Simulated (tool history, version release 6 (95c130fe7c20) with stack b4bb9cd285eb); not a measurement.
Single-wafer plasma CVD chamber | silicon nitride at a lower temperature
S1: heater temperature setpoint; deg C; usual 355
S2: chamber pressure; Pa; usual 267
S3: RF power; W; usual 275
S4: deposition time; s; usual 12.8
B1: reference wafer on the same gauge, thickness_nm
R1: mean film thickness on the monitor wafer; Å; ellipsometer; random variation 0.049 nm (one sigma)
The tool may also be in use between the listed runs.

run	day	S1	S2	S3	S4	B1	R1
1	0.000	358	267	230	12.8	19.997	168.26
# day 1.908: gauge calibrated
2	2.921	355	267	275	12.8	19.817	177.64
# day 3.304: showerhead replaced
3	4.967	355	267	275	14.4	19.820	201.20
4	7.308	355	267	275	14.4	19.825	199.54
# day 8.421: thermocouple changed; heater temperature recalibrated
5	9.812	355	267	275	14.4	19.825	200.11
# day 10.933: RF generator calibrated
6	12.754	355	267	275	13.5	19.819	187.61
7	15.325	355	267	275	12.8	19.825	177.55
8	17.629	355	331	260	12.8	19.821	184.32
9	19.238	355	267	275	12.8	19.831	178.61
10	21.108	355	267	275	11.9	19.833	165.46
11	22.658	355	213	275	12.8	19.839	166.76
12	25.525	355	267	275	12.8	19.834	177.45
# day 27.004: capacitance manometer re-zeroed and calibrated
13	28.129	362	267	305	10.8	19.829	155.03
14	29.679	355	225	275	12.8	19.832	169.64
15	31.917	367	236	325	14.4	19.843	204.10
16	33.779	355	208	275	10.5	19.838	137.07
17	36.142	355	267	230	12.8	19.852	168.10
18	38.004	355	267	275	12.8	19.847	178.49
19	40.450	355	267	275	12.8	19.860	178.46
20	42.258	355	333	275	12.8	19.852	189.24
21	43.358	347	267	275	12.8	19.860	178.50
22	46.217	355	307	305	11.2	19.883	167.61
23	47.638	355	267	325	15.0	19.879	221.36
24	49.771	365	233	235	10.5	19.885	132.62
25	51.100	364	217	275	12.8	19.884	168.22
26	52.996	355	267	310	12.8	19.903	185.95
27	54.912	355	267	275	12.8	19.885	178.71

Forecast each of these 5 alternatives for the next run:
A	54.929	355	267	275	12.8	?	?
B	54.929	363	309	275	12.8	?	?
C	54.929	360	237	320	12.8	?	?
D	54.929	344	267	305	12.8	?	?
E	54.929	355	312	305	14.0	?	?

run	B1	R1
A	19.895	179.08
B	19.895	185.58
C	19.895	182.75
D	19.895	186.38
E	19.895	211.48
Without the tool's hidden state the same runs would have given:
run	R1
A	178.17
B	184.64
C	181.83
D	185.44
E	210.42
